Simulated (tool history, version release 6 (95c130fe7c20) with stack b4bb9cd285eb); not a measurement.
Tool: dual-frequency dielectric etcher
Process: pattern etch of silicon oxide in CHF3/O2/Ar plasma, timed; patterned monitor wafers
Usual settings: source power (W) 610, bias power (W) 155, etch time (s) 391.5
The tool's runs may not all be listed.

run,day,source power (W),bias power (W),etch time (s),wafers since the last listed run,hours since the last wet clean,hours since the last source power generator calibration,hours since the last bias power generator calibration,hours since the last upper electrode change,hours since the gauge calibration,"read-back reference wafer on the same gauge, depth_nm",mean etch depth across the wafer (Å)
1,0.000,610,155,391.5,0,585.4,3812.8,4246.2,5694.1,121.9,729.2,6765
2,0.600,610,155,391.5,71,599.8,3827.2,4260.6,5708.5,136.3,728.8,6757
3,1.288,610,155,391.5,82,616.3,3843.7,4277.1,5725.0,152.8,728.8,6755
4,1.904,610,155,391.5,73,631.1,3858.5,4291.9,5739.8,167.6,729.1,6750
5,2.346,610,155,391.5,52,641.7,3869.1,4302.5,5750.4,178.2,729.1,6748
6,2.975,610,155,391.5,75,656.8,3884.2,4317.6,5765.5,193.3,728.3,6745
7,5.050,610,155,391.5,248,706.6,3934.0,4367.4,5815.3,243.1,729.1,6741
8,5.450,610,155,391.5,47,716.2,3943.6,4377.0,5824.9,252.7,728.9,6731
# day 6.600: wet clean of the chamber
# day 6.729: source power generator calibrated
9,6.750,500,174,391.5,20,3.6,0.5,4408.2,5856.1,283.9,729.5,6489
10,7.942,500,174,391.5,142,32.2,29.1,4436.8,5884.7,312.5,728.7,6485
11,8.496,500,174,391.5,66,45.5,42.4,4450.1,5898.0,325.8,728.9,6492
# day 8.562: gauge calibrated
12,8.808,610,155,391.5,37,53.0,49.9,4457.6,5905.5,5.9,728.8,6924
13,9.258,610,155,391.5,53,63.8,60.7,4468.4,5916.3,16.7,729.0,6912
14,9.617,610,155,391.5,42,72.4,69.3,4477.0,5924.9,25.3,729.2,6922
# day 10.625: upper electrode replaced
15,10.646,570,155,391.5,3,97.1,94.0,4501.7,0.5,50.0,729.1,6674
16,11.042,610,155,354.0,47,106.6,103.5,4511.2,10.0,59.5,729.4,6240
17,11.746,610,166,280.0,84,123.5,120.4,4528.1,26.9,76.4,728.8,5057

The next listed run, before its measurement:
18,12.188,610,121,330.5,52,134.1,131.0,4538.7,37.5,87.0,?,?

{"run 18": {"read-back reference wafer on the same gauge, depth_nm": 728.4, "mean etch depth across the wafer (Å)": 5424}}
Without the tool's hidden state the same run would have given mean etch depth across the wafer (Å) 5447.
